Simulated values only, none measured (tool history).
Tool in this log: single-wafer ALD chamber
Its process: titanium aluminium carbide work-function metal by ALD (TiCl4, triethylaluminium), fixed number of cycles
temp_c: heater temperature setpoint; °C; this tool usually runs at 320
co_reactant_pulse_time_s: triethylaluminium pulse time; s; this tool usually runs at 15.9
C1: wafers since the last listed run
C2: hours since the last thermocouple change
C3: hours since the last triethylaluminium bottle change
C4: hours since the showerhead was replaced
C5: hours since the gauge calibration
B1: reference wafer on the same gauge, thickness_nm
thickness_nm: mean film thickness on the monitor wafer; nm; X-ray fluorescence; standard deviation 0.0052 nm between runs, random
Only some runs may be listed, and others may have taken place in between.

Run 1, day 0: usual settings; C1 0; C2 2265.4; C3 64.9; C4 2969.5; C5 224.5; B1 2.179. Result: thickness_nm 2.063 nm.
Run 2, day 1.404: usual settings but co_reactant_pulse_time_s 12.57 s; C1 308; C2 2299.1; C3 98.6; C4 3003.2; C5 258.2; B1 2.179. Result: thickness_nm 2.053 nm.
Run 3, day 5.862: usual settings but co_reactant_pulse_time_s 12.57 s; C1 978; C2 2406.1; C3 205.6; C4 3110.2; C5 365.2; B1 2.18. Result: thickness_nm 2.047 nm.
Run 4, day 7.204: usual settings but co_reactant_pulse_time_s 12.57 s; C1 294; C2 2438.3; C3 237.8; C4 3142.4; C5 397.4; B1 2.18. Result: thickness_nm 2.05 nm.
Run 5, day 8.125: usual settings but temp_c 315 °C; C1 202; C2 2460.4; C3 259.9; C4 3164.5; C5 419.5; B1 2.18. Result: thickness_nm 2.015 nm.
Run 6, day 8.988: usual settings but temp_c 315 °C; C1 189; C2 2481.1; C3 280.6; C4 3185.2; C5 440.2; B1 2.179. Result: thickness_nm 2.028 nm.
Run 7, day 10.879: usual settings but temp_c 315 °C; C1 415; C2 2526.5; C3 326; C4 3230.6; C5 485.6; B1 2.179. Result: thickness_nm 2.017 nm.
Run 8, day 12.017: usual settings but temp_c 310 °C; C1 249; C2 2553.8; C3 353.3; C4 3257.9; C5 512.9; B1 2.18. Result: thickness_nm 1.983 nm.
Run 9, day 13.45: usual settings; C1 314; C2 2588.2; C3 387.7; C4 3292.3; C5 547.3; B1 2.18. Result: thickness_nm 2.06 nm.
Run 10, day 14.754: usual settings; C1 286; C2 2619.5; C3 419; C4 3323.6; C5 578.6; B1 2.18. Result: thickness_nm 2.046 nm.
Run 11, day 15.462: usual settings; C1 155; C2 2636.5; C3 436; C4 3340.6; C5 595.6; B1 2.18. Result: thickness_nm 2.055 nm.
Run 12, day 16.921: usual settings; C1 320; C2 2671.5; C3 471; C4 3375.6; C5 630.6; B1 2.18. Result: thickness_nm 2.057 nm.
At day 17.325: gauge calibrated.
Run 13, day 17.946: usual settings; C1 225; C2 2696.1; C3 495.6; C4 3400.2; C5 14.9; B1 2.18. Result: thickness_nm 2.046 nm.
Run 14, day 18.8: usual settings but temp_c 333 °C, co_reactant_pulse_time_s 19.71 s; C1 187; C2 2716.6; C3 516.1; C4 3420.7; C5 35.4; B1 2.18. Result: thickness_nm 2.17 nm.
Run 15, day 20.146: usual settings but temp_c 314 °C, co_reactant_pulse_time_s 20.63 s; C1 295; C2 2748.9; C3 548.4; C4 3453; C5 67.7; B1 2.179. Result: thickness_nm 2.015 nm.
Run 16, day 20.812: usual settings but temp_c 315 °C, co_reactant_pulse_time_s 21.12 s; C1 146; C2 2764.9; C3 564.4; C4 3469; C5 83.7; B1 2.179. Result: thickness_nm 2.024 nm.
Run 17, day 22.242: usual settings but co_reactant_pulse_time_s 12.57 s; C1 313; C2 2799.2; C3 598.7; C4 3503.3; C5 118; B1 2.18. Result: thickness_nm 2.018 nm.
At day 24.646: thermocouple changed; heater temperature recalibrated.
Run 18, day 25.775: usual settings but temp_c 332 °C, co_reactant_pulse_time_s 12.7 s; C1 702; C2 27.1; C3 683.5; C4 3588.1; C5 202.8; B1 2.18. Result: thickness_nm 2.129 nm.
At day 26.783: triethylaluminium bottle replaced.
Run 19, day 26.804: usual settings; C1 152; C2 51.8; C3 0.5; C4 3612.8; C5 227.5; B1 2.18. Result: thickness_nm 2.078 nm.
At day 27.808: showerhead replaced.
Run 20, day 30.208: usual settings but temp_c 307 °C, co_reactant_pulse_time_s 12.64 s; C1 674; C2 133.5; C3 82.2; C4 57.6; C5 309.2; B1 2.18. Result: thickness_nm 1.956 nm.
Run 21, day 31.008: usual settings but temp_c 333 °C, co_reactant_pulse_time_s 22.15 s; C1 175; C2 152.7; C3 101.4; C4 76.8; C5 328.4; B1 2.179. Result: thickness_nm 2.197 nm.
Run 22, day 32.162: usual settings but temp_c 307 °C, co_reactant_pulse_time_s 12.19 s; C1 253; C2 180.4; C3 129.1; C4 104.5; C5 356.1; B1 2.18. Result: thickness_nm 1.95 nm.
Run 23, day 33.575: usual settings; C1 310; C2 214.3; C3 163; C4 138.4; C5 390; B1 2.181. Result: thickness_nm 2.071 nm.
Run 24, day 34.438: usual settings but temp_c 326 °C, co_reactant_pulse_time_s 19.06 s; C1 189; C2 235; C3 183.7; C4 159.1; C5 410.7; B1 2.179. Result: thickness_nm 2.124 nm.
Run 25, day 35.933: usual settings but temp_c 306 °C, co_reactant_pulse_time_s 11.44 s; C1 328; C2 270.9; C3 219.6; C4 195; C5 446.6; B1 2.18. Result: thickness_nm 1.927 nm.
Run 26, day 37.133: usual settings but temp_c 315 °C, co_reactant_pulse_time_s 21.12 s; C1 263; C2 299.7; C3 248.4; C4 223.8; C5 475.4; B1 2.18. Result: thickness_nm 2.043 nm.
Run 27, day 38.258: usual settings but temp_c 313 °C, co_reactant_pulse_time_s 11.77 s; C1 247; C2 326.7; C3 275.4; C4 250.8; C5 502.4; B1 2.18. Result: thickness_nm 1.984 nm.

Subtracting, for every run, the result it would have given without the tool's unlogged condition from the measured result gives the following. The same run-to-run variation enters both numbers; the gauge's scatter may not:
Hidden conditions of the tool in this case: wafer temperature above the value expected at the setpoint (K); triethylaluminium dose above that of a fresh bottle (%); gauge reads high (%).
run  thickness_nm
  1        -0.007
  2        -0.014
  3        -0.022
  4        -0.024
  5        -0.016
  6        -0.017
  7        -0.018
  8        -0.018
  9        -0.021
 10        -0.021
 11        -0.022
 12        -0.023
 13        -0.023
 14        -0.015
 15        -0.013
 16        -0.012
 17        -0.038
 18        -0.042
 19        -0.002
 20        -0.009
 21        -0.002
 22        -0.013
 23         -0.01
 24        -0.007
 25        -0.022
 26        -0.006
 27        -0.025

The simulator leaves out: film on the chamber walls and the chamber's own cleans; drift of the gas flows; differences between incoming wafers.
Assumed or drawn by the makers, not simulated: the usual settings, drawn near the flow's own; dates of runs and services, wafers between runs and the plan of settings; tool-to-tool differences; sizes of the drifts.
